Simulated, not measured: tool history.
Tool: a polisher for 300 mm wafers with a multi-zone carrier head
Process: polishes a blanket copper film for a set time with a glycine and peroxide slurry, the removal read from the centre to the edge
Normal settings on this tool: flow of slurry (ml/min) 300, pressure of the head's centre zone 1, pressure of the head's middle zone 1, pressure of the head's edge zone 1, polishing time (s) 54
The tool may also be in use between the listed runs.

run,hour,flow of slurry (ml/min),pressure of the head's centre zone,pressure of the head's middle zone,pressure of the head's edge zone,polishing time (s),"incoming thickness of the incoming film, nm",film removed at the wafer's centre (nm),film removed at mid-radius (nm)
1,0,300,1,1,1,54,1215.6,223.8,238.2
2,19.5,320,1,1,1,54,1218.6,217.3,231
# hour 50: worn pad replaced by a new one
3,50.8,320,1,1,1,54,1204.6,231.4,243.4
4,76.1,300,1,1,1,54,1216.7,210.6,235.4
5,88.6,300,1,1,1,54,1223.1,212,230.9
# hour 104.9: worn pad replaced by a new one
6,114.7,300,1,1,1,54,1200.4,218.1,239.7
7,139.3,300,1,1,1,54,1221.5,213,229.5

Run 8, settings as shown, results not yet in. Your forecast:
# hour 157.5: edge zone pressure recalibrated
# hour 159.1: worn pad replaced by a new one
8,174.7,245,0.89,1,1.1,54,1244.5,?,?

film removed at the wafer's centre (nm): 186.2
film removed at mid-radius (nm): 231.7
The same run, on a tool lacking any hidden state, would have yielded film removed at the wafer's centre (nm) 215.1, film removed at mid-radius (nm) 238.5.
